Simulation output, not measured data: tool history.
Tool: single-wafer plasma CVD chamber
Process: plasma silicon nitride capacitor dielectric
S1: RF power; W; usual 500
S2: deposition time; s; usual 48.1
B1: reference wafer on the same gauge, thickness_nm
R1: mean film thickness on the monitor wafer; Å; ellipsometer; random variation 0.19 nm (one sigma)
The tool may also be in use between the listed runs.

run     day   S1    S2      B1      R1
  1   0.000  500  52.8  83.295  799.07
  2   2.879  475  48.1  83.267  715.21
  3   4.529  475  48.1  83.292  708.97
  4   7.421  545  51.6  83.341  802.89
  5   8.750  555  48.1  83.354  752.44
  6  10.283  555  48.1  83.244  754.24
  7  12.167  555  48.1  83.398  750.19
  8  13.654  500  48.1  83.303  721.83
  9  16.300  500  48.1  83.239  719.33
 10  19.175  440  38.8  83.259  551.49
     20.583  -- gauge calibrated
 11  21.621  575  44.6  83.170  700.18
 12  24.196  595  50.7  83.275  804.50
     27.242  -- showerhead replaced
 13  28.525  580  42.5  83.299  669.21
 14  29.750  500  52.8  83.328  780.78
     31.100  -- RF generator calibrated
 15  32.496  500  48.1  83.269  739.55
 16  34.404  410  43.2  83.330  619.16
 17  36.617  420  48.1  83.247  693.85
 18  39.038  400  51.6  83.332  729.43
 19  41.567  500  48.1  83.362  743.46

3 ways to go on from here, each from the tool as it stands after run 19. What would each give?
  A  41.583  500  48.1   ?   ?
  B  41.583  455  50.8   ?   ?
  C  41.583  455  48.1   ?   ?

run      B1      R1
  A  83.310  745.80
  B  83.310  759.90
  C  83.310  719.51
Without the tool's hidden state the same runs would have given:
run      R1
  A  746.79
  B  760.91
  C  720.47
